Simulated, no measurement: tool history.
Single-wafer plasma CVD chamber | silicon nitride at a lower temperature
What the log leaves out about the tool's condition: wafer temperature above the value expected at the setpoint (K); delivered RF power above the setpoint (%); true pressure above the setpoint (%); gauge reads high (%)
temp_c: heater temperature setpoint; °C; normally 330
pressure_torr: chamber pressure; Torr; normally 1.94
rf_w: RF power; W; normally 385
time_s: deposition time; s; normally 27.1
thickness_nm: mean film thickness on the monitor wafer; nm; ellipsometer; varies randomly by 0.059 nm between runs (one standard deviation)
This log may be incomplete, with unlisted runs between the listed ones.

run   hour  temp_c  pressure_torr  rf_w  time_s  wafers since the last listed run  hours since the last thermocouple change  hours since the last RF generator calibration  hours since the last manometer calibration  hours since the showerhead was replaced  hours since the gauge calibration  read-back reference wafer on the same gauge, thickness_nm  thickness_nm
  1      0     330           1.94   385    28.3                                 0                                    1851.8                                         1488.9                                      2194.7                                   4200.5                              133.6                                                     45.187        39.694
      14.4  -- gauge calibrated
  2   16.9     330           1.94   385    28.3                               471                                    1868.7                                         1505.8                                      2211.6                                   4217.4                                2.5                                                     45.223        39.697
  3   28.7     330           1.94   385    28.3                               329                                    1880.5                                         1517.6                                      2223.4                                   4229.2                               14.3                                                     45.209        39.571
  4   46.6     330           1.94   385    27.1                               499                                    1898.4                                         1535.5                                      2241.3                                   4247.1                               32.2                                                     45.205        37.967
  5   56.1     330           1.94   385    27.1                               265                                    1907.9                                           1545                                      2250.8                                   4256.6                               41.7                                                     45.194        37.804
  6     71     330           1.94   385    27.1                               416                                    1922.8                                         1559.9                                      2265.7                                   4271.5                               56.6                                                     45.191        38.073
  7     78     330           1.94   385    27.1                               195                                    1929.8                                         1566.9                                      2272.7                                   4278.5                               63.6                                                      45.19         37.85
  8   86.1     330           1.94   385    27.1                               226                                    1937.9                                           1575                                      2280.8                                   4286.6                               71.7                                                     45.183        37.959
     106.9  -- thermocouple changed; heater temperature recalibrated
     111.4  -- capacitance manometer re-zeroed and calibrated
  9  111.9     325           1.94   385    27.1                               371                                         5                                         1600.8                                         0.5                                   4312.4                               97.5                                                     45.213        38.088
 10  112.2     324           1.75   440    30.7                                 8                                       5.3                                         1601.1                                         0.8                                   4312.7                               97.8                                                     45.186        43.852
     122.3  -- showerhead replaced
 11  123.1     344            2.4   410    27.1                                80                                      16.2                                           1612                                        11.7                                      0.8                              108.7                                                     45.149        41.319
 12    145     320           1.94   440    27.1                               611                                      38.1                                         1633.9                                        33.6                                     22.7                              130.6                                                     45.217        40.228
 13  155.5     330           1.94   385    27.1                               293                                      48.6                                         1644.4                                        44.1                                     33.2                              141.1                                                     45.226        37.872
     166.2  -- gauge calibrated
     167.6  -- RF generator calibrated
 14    192     336           2.15   410    22.9                               795                                      85.1                                           24.4                                        80.6                                     69.7                               25.8                                                     45.179        35.024
 15  207.6     330           1.94   385    27.1                               435                                     100.7                                             40                                        96.2                                     85.3                               41.4                                                     45.183        39.116
 16  216.9     319           2.29   330    27.1                               259                                       110                                           49.3                                       105.5                                     94.6                               50.7                                                      45.18        38.841

Across each entry between runs, compare the hidden state at the last listed run before it with the hidden state at the first listed run after it:
Run 1 -> run 2: gauge calibrated (hour 14.4)
  delivered RF power above the setpoint (%): -8.16 -> -8.26
  measured value less the no-hidden-state value, thickness_nm: -1.414 -> -1.431 nm
Run 8 -> run 9: thermocouple changed; heater temperature recalibrated (hour 106.9); capacitance manometer re-zeroed and calibrated (hour 111.4)
  delivered RF power above the setpoint (%): -8.63 -> -8.77
  measured value less the no-hidden-state value, thickness_nm: -1.433 -> -1.463 nm
Run 10 -> run 11: showerhead replaced (hour 122.3)
  delivered RF power above the setpoint (%): -8.77 -> -8.83
  measured value less the no-hidden-state value, thickness_nm: -1.574 -> -1.548 nm
Run 13 -> run 14: gauge calibrated (hour 166.2); RF generator calibrated (hour 167.6)
  delivered RF power above the setpoint (%): -9.01 -> -1.27
  measured value less the no-hidden-state value, thickness_nm: -1.496 -> -0.174 nm

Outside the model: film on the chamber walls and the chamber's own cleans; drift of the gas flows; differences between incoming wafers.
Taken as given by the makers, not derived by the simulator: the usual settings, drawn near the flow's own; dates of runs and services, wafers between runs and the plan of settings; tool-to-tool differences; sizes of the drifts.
